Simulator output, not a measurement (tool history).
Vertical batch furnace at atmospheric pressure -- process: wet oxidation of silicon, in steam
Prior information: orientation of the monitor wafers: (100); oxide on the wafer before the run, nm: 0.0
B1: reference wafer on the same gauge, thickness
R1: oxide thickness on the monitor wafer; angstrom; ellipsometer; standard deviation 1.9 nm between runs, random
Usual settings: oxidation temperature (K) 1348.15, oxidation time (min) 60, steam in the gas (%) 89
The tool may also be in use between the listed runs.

run 1 day=0 | oxidation_temperature_(K)=1348.15 oxidation_time_(min)=82 steam_in_the_gas_(%)=89 | B1=659.76 | R1=7467.2
run 2 day=3.742 | oxidation_temperature_(K)=1348.15 oxidation_time_(min)=82 steam_in_the_gas_(%)=89 | B1=659.59 | R1=7439.6
run 3 day=5.975 | oxidation_temperature_(K)=1348.15 oxidation_time_(min)=82 steam_in_the_gas_(%)=89 | B1=659.83 | R1=7454.5
run 4 day=8.738 | oxidation_temperature_(K)=1348.15 oxidation_time_(min)=60 steam_in_the_gas_(%)=89 | B1=659.6 | R1=6236.8
run 5 day=10.542 | oxidation_temperature_(K)=1348.15 oxidation_time_(min)=60 steam_in_the_gas_(%)=89 | B1=659.48 | R1=6242.5
run 6 day=14.742 | oxidation_temperature_(K)=1329.15 oxidation_time_(min)=60 steam_in_the_gas_(%)=89 | B1=659.83 | R1=5680.4
-- day=17.133 gauge calibrated
-- day=19.175 thermocouples replaced and temperature profile calibrated
run 7 day=19.196 | oxidation_temperature_(K)=1329.15 oxidation_time_(min)=60 steam_in_the_gas_(%)=89 | B1=659.79 | R1=5548.4
run 8 day=21.783 | oxidation_temperature_(K)=1348.15 oxidation_time_(min)=78 steam_in_the_gas_(%)=89 | B1=659.55 | R1=7069.2
run 9 day=25.942 | oxidation_temperature_(K)=1348.15 oxidation_time_(min)=60 steam_in_the_gas_(%)=89 | B1=659.93 | R1=6061.1
run 10 day=28.5 | oxidation_temperature_(K)=1348.15 oxidation_time_(min)=60 steam_in_the_gas_(%)=89 | B1=660.54 | R1=6068.2
-- day=31.217 steam generator serviced
run 11 day=32.554 | oxidation_temperature_(K)=1348.15 oxidation_time_(min)=60 steam_in_the_gas_(%)=89 | B1=659.76 | R1=6230.7
run 12 day=36.408 | oxidation_temperature_(K)=1348.15 oxidation_time_(min)=60 steam_in_the_gas_(%)=89 | B1=659.38 | R1=6238.9
run 13 day=42.742 | oxidation_temperature_(K)=1348.15 oxidation_time_(min)=60 steam_in_the_gas_(%)=92 | B1=659.61 | R1=6319.2
run 14 day=45.338 | oxidation_temperature_(K)=1348.15 oxidation_time_(min)=60 steam_in_the_gas_(%)=92 | B1=660.22 | R1=6357.4
run 15 day=48.142 | oxidation_temperature_(K)=1348.15 oxidation_time_(min)=60 steam_in_the_gas_(%)=89 | B1=660.67 | R1=6228.7
run 16 day=51.892 | oxidation_temperature_(K)=1370.15 oxidation_time_(min)=60 steam_in_the_gas_(%)=79 | B1=659.6 | R1=6357.8
run 17 day=54.642 | oxidation_temperature_(K)=1348.15 oxidation_time_(min)=68.5 steam_in_the_gas_(%)=96 | B1=660.44 | R1=6990.8
run 18 day=58.188 | oxidation_temperature_(K)=1367.15 oxidation_time_(min)=79 steam_in_the_gas_(%)=80 | B1=659.84 | R1=7405.9
run 19 day=60.921 | oxidation_temperature_(K)=1339.15 oxidation_time_(min)=46 steam_in_the_gas_(%)=80 | B1=660.57 | R1=4806.8
run 20 day=64.242 | oxidation_temperature_(K)=1348.15 oxidation_time_(min)=60 steam_in_the_gas_(%)=89 | B1=659.97 | R1=6222.2
run 21 day=66.721 | oxidation_temperature_(K)=1366.15 oxidation_time_(min)=60 steam_in_the_gas_(%)=92 | B1=660.12 | R1=6803
run 22 day=70.521 | oxidation_temperature_(K)=1333.15 oxidation_time_(min)=74.5 steam_in_the_gas_(%)=89 | B1=659.61 | R1=6553.3
run 23 day=73.133 | oxidation_temperature_(K)=1348.15 oxidation_time_(min)=60 steam_in_the_gas_(%)=85 | B1=660.15 | R1=6067.9
run 24 day=76.433 | oxidation_temperature_(K)=1334.15 oxidation_time_(min)=88 steam_in_the_gas_(%)=89 | B1=660.22 | R1=7277.8
run 25 day=80.871 | oxidation_temperature_(K)=1348.15 oxidation_time_(min)=60 steam_in_the_gas_(%)=89 | B1=659.67 | R1=6239.6
run 26 day=82.567 | oxidation_temperature_(K)=1371.15 oxidation_time_(min)=60 steam_in_the_gas_(%)=89 | B1=659.4 | R1=6835
run 27 day=85.938 | oxidation_temperature_(K)=1370.15 oxidation_time_(min)=85.5 steam_in_the_gas_(%)=82 | B1=660.33 | R1=7865.9
run 28 day=87.842 | oxidation_temperature_(K)=1368.15 oxidation_time_(min)=88 steam_in_the_gas_(%)=89 | B1=660.13 | R1=8391.4
run 29 day=90.375 | oxidation_temperature_(K)=1348.15 oxidation_time_(min)=37.5 steam_in_the_gas_(%)=89 | B1=660.31 | R1=4730.3
run 30 day=92.138 | oxidation_temperature_(K)=1361.15 oxidation_time_(min)=35 steam_in_the_gas_(%)=95 | B1=660.39 | R1=4990.3
run 31 day=93.7 | oxidation_temperature_(K)=1356.15 oxidation_time_(min)=37 steam_in_the_gas_(%)=89 | B1=660.09 | R1=4874.1
run 32 day=96.762 | oxidation_temperature_(K)=1340.15 oxidation_time_(min)=60 steam_in_the_gas_(%)=81 | B1=659.49 | R1=5689.9
run 33 day=101.146 | oxidation_temperature_(K)=1364.15 oxidation_time_(min)=41.5 steam_in_the_gas_(%)=89 | B1=659.64 | R1=5374.6
run 34 day=104.342 | oxidation_temperature_(K)=1348.15 oxidation_time_(min)=60 steam_in_the_gas_(%)=89 | B1=660.08 | R1=6170.8
run 35 day=107.338 | oxidation_temperature_(K)=1326.15 oxidation_time_(min)=60 steam_in_the_gas_(%)=80 | B1=659.6 | R1=5221.8
run 36 day=109.729 | oxidation_temperature_(K)=1339.15 oxidation_time_(min)=73 steam_in_the_gas_(%)=97 | B1=660 | R1=7046
run 37 day=113.596 | oxidation_temperature_(K)=1334.15 oxidation_time_(min)=85 steam_in_the_gas_(%)=89 | B1=659.84 | R1=7107.7
run 38 day=117.571 | oxidation_temperature_(K)=1357.15 oxidation_time_(min)=50 steam_in_the_gas_(%)=94 | B1=659.74 | R1=5971.1
run 39 day=119.896 | oxidation_temperature_(K)=1348.15 oxidation_time_(min)=60 steam_in_the_gas_(%)=89 | B1=659.3 | R1=6227.9

Had the tool no unlogged condition, and each run kept its random variation, what would the results have been?
Unlogged tool condition in this case: true tube temperature minus thermocouple reading, K; steam share off its setpoint, % of the setpoint; gauge reads high (%).
run=1 R1=7463.3
run=2 R1=7438
run=3 R1=7454.3
run=4 R1=6232.2
run=5 R1=6238.9
run=6 R1=5665
run=7 R1=5682.1
run=8 R1=7239.9
run=9 R1=6219.6
run=10 R1=6233.2
run=11 R1=6223.9
run=12 R1=6231.7
run=13 R1=6311.6
run=14 R1=6349.7
run=15 R1=6221
run=16 R1=6352.9
run=17 R1=6983.3
run=18 R1=7401.3
run=19 R1=4799.1
run=20 R1=6215.7
run=21 R1=6799.8
run=22 R1=6546.1
run=23 R1=6062.8
run=24 R1=7272.3
run=25 R1=6236.5
run=26 R1=6837.9
run=27 R1=7871.7
run=28 R1=8398.5
run=29 R1=4727.7
run=30 R1=4991.4
run=31 R1=4874.3
run=32 R1=5689.3
run=33 R1=5380.7
run=34 R1=6176.2
run=35 R1=5222.1
run=36 R1=7054.7
run=37 R1=7118
run=38 R1=5985.6
run=39 R1=6241.7

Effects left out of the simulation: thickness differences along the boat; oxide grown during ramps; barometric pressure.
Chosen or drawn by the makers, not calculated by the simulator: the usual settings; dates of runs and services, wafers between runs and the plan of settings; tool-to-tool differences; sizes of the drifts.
